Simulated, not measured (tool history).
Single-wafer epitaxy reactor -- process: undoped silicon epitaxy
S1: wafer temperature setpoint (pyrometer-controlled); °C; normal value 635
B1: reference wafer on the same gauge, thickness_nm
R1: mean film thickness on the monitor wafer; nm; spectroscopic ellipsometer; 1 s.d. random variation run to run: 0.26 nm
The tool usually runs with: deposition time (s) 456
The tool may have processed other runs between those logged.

run 1 day=0.000 | S1=635 deposition_time_(s)=432 | B1=58.031 | R1=52.100
run 2 day=1.021 | S1=635 deposition_time_(s)=432 | B1=58.100 | R1=52.519
run 3 day=2.346 | S1=635 deposition_time_(s)=432 | B1=58.066 | R1=52.418
run 4 day=3.475 | S1=635 deposition_time_(s)=456 | B1=58.072 | R1=55.371
run 5 day=6.158 | S1=635 deposition_time_(s)=456 | B1=58.088 | R1=54.696
run 6 day=7.583 | S1=643 deposition_time_(s)=517 | B1=58.101 | R1=76.503
run 7 day=8.175 | S1=643 deposition_time_(s)=517 | B1=58.112 | R1=76.762
run 8 day=9.629 | S1=635 deposition_time_(s)=431 | B1=58.057 | R1=51.756
run 9 day=10.996 | S1=635 deposition_time_(s)=431 | B1=58.076 | R1=51.429
run 10 day=12.342 | S1=635 deposition_time_(s)=431 | B1=58.115 | R1=51.545
run 11 day=13.192 | S1=635 deposition_time_(s)=456 | B1=58.114 | R1=54.462
run 12 day=14.567 | S1=635 deposition_time_(s)=456 | B1=58.124 | R1=54.246
run 13 day=15.908 | S1=635 deposition_time_(s)=456 | B1=58.089 | R1=54.696
-- day=16.854 gauge calibrated
run 14 day=16.971 | S1=635 deposition_time_(s)=456 | B1=58.086 | R1=54.724
run 15 day=17.496 | S1=635 deposition_time_(s)=456 | B1=58.107 | R1=54.566
run 16 day=18.933 | S1=635 deposition_time_(s)=456 | B1=58.116 | R1=53.962
run 17 day=20.379 | S1=641 deposition_time_(s)=456 | B1=58.072 | R1=62.986
run 18 day=21.117 | S1=648 deposition_time_(s)=368 | B1=58.067 | R1=60.920
run 19 day=22.246 | S1=649 deposition_time_(s)=397 | B1=58.079 | R1=66.891
run 20 day=23.525 | S1=625 deposition_time_(s)=395 | B1=58.168 | R1=36.084
-- day=23.933 pyrometer calibrated
run 21 day=26.112 | S1=648 deposition_time_(s)=368 | B1=58.160 | R1=80.892
run 22 day=27.404 | S1=643 deposition_time_(s)=509 | B1=58.135 | R1=98.221
run 23 day=28.508 | S1=635 deposition_time_(s)=431 | B1=58.088 | R1=68.184
run 24 day=29.121 | S1=644 deposition_time_(s)=456 | B1=58.102 | R1=90.546
-- day=30.146 pyrometer calibrated, repeated, since the last time left the tool worse
run 25 day=30.492 | S1=624 deposition_time_(s)=456 | B1=58.068 | R1=44.498
run 26 day=31.358 | S1=628 deposition_time_(s)=481 | B1=58.132 | R1=52.147
run 27 day=32.683 | S1=622 deposition_time_(s)=482 | B1=58.131 | R1=44.387
run 28 day=33.954 | S1=635 deposition_time_(s)=456 | B1=58.106 | R1=58.226
run 29 day=35.296 | S1=625 deposition_time_(s)=389 | B1=58.060 | R1=38.772
run 30 day=36.421 | S1=626 deposition_time_(s)=401 | B1=58.127 | R1=40.772
run 31 day=36.983 | S1=639 deposition_time_(s)=394 | B1=58.089 | R1=55.901

The tool's hidden state at each run:
gauge reads high (%): 0 across all the runs
H1: wafer temperature above the value expected at the setpoint (K)
run=1 H1=-2.74
run=2 H1=-2.78
run=3 H1=-2.83
run=4 H1=-2.87
run=5 H1=-2.96
run=6 H1=-3.01
run=7 H1=-3.04
run=8 H1=-3.09
run=9 H1=-3.14
run=10 H1=-3.19
run=11 H1=-3.22
run=12 H1=-3.27
run=13 H1=-3.32
run=14 H1=-3.35
run=15 H1=-3.37
run=16 H1=-3.42
run=17 H1=-3.48
run=18 H1=-3.5
run=19 H1=-3.54
run=20 H1=-3.59
run=21 H1=7.73
run=22 H1=7.68
run=23 H1=7.64
run=24 H1=7.62
run=25 H1=-0.318
run=26 H1=-0.349
run=27 H1=-0.397
run=28 H1=-0.443
run=29 H1=-0.491
run=30 H1=-0.532
run=31 H1=-0.552
